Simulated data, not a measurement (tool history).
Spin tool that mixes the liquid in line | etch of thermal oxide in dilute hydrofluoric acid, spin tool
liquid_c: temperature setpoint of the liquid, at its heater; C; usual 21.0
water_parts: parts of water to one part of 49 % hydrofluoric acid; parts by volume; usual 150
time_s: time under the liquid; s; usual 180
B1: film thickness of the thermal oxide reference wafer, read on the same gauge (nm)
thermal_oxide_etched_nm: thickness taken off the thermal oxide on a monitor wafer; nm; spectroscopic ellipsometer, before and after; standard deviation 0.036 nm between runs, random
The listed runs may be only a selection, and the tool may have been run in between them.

{"run": 1, "hour": 0.0, "liquid_c": 21.0, "water_parts": 150, "time_s": 180, "B1": 80.316, "thermal_oxide_etched_nm": 4.755}
{"run": 2, "hour": 27.0, "liquid_c": 21.0, "water_parts": 150, "time_s": 180, "B1": 80.335, "thermal_oxide_etched_nm": 4.8}
{"run": 3, "hour": 49.3, "liquid_c": 21.0, "water_parts": 185, "time_s": 215, "B1": 80.358, "thermal_oxide_etched_nm": 4.561}
{"run": 4, "hour": 76.8, "liquid_c": 19.0, "water_parts": 150, "time_s": 100, "B1": 80.409, "thermal_oxide_etched_nm": 2.422}
{"run": 5, "hour": 95.7, "liquid_c": 21.0, "water_parts": 130, "time_s": 180, "B1": 80.43, "thermal_oxide_etched_nm": 5.642}
{"run": 6, "hour": 113.5, "liquid_c": 21.0, "water_parts": 150, "time_s": 180, "B1": 80.479, "thermal_oxide_etched_nm": 4.828}
{"run": 7, "hour": 138.6, "liquid_c": 21.0, "water_parts": 150, "time_s": 180, "B1": 80.523, "thermal_oxide_etched_nm": 4.841}
{"run": 8, "hour": 152.7, "liquid_c": 17.5, "water_parts": 150, "time_s": 180, "B1": 80.588, "thermal_oxide_etched_nm": 4.192}
{"run": 9, "hour": 186.7, "liquid_c": 23.5, "water_parts": 90, "time_s": 180, "B1": 80.699, "thermal_oxide_etched_nm": 9.576}
{"run": 10, "hour": 210.2, "liquid_c": 23.5, "water_parts": 90, "time_s": 180, "B1": 80.764, "thermal_oxide_etched_nm": 9.431}
{"run": 11, "hour": 235.8, "liquid_c": 23.5, "water_parts": 90, "time_s": 180, "B1": 80.866, "thermal_oxide_etched_nm": 9.486}
{"hour": 253.9, "done": "hydrofluoric acid flow meter replaced"}
{"run": 12, "hour": 259.4, "liquid_c": 21.0, "water_parts": 150, "time_s": 205, "B1": 80.909, "thermal_oxide_etched_nm": 5.455}
{"run": 13, "hour": 278.5, "liquid_c": 21.0, "water_parts": 150, "time_s": 205, "B1": 80.988, "thermal_oxide_etched_nm": 5.526}
{"run": 14, "hour": 298.3, "liquid_c": 21.0, "water_parts": 150, "time_s": 205, "B1": 81.07, "thermal_oxide_etched_nm": 5.484}
{"run": 15, "hour": 325.8, "liquid_c": 21.0, "water_parts": 150, "time_s": 180, "B1": 81.173, "thermal_oxide_etched_nm": 4.893}
{"run": 16, "hour": 379.0, "liquid_c": 17.0, "water_parts": 115, "time_s": 100, "B1": 81.462, "thermal_oxide_etched_nm": 3.145}

Run 17 is up next; what results do you expect?
{"hour": 393.7, "done": "thermometer replaced"}
{"run": 17, "hour": 403.2, "liquid_c": 23.5, "water_parts": 170, "time_s": 180, "B1": "?", "thermal_oxide_etched_nm": "?"}

{"run 17": {"B1": 81.564, "thermal_oxide_etched_nm": 4.606}}
With the hidden condition absent and the run-to-run variation left alone, this run would have shown thermal_oxide_etched_nm 4.518 nm.
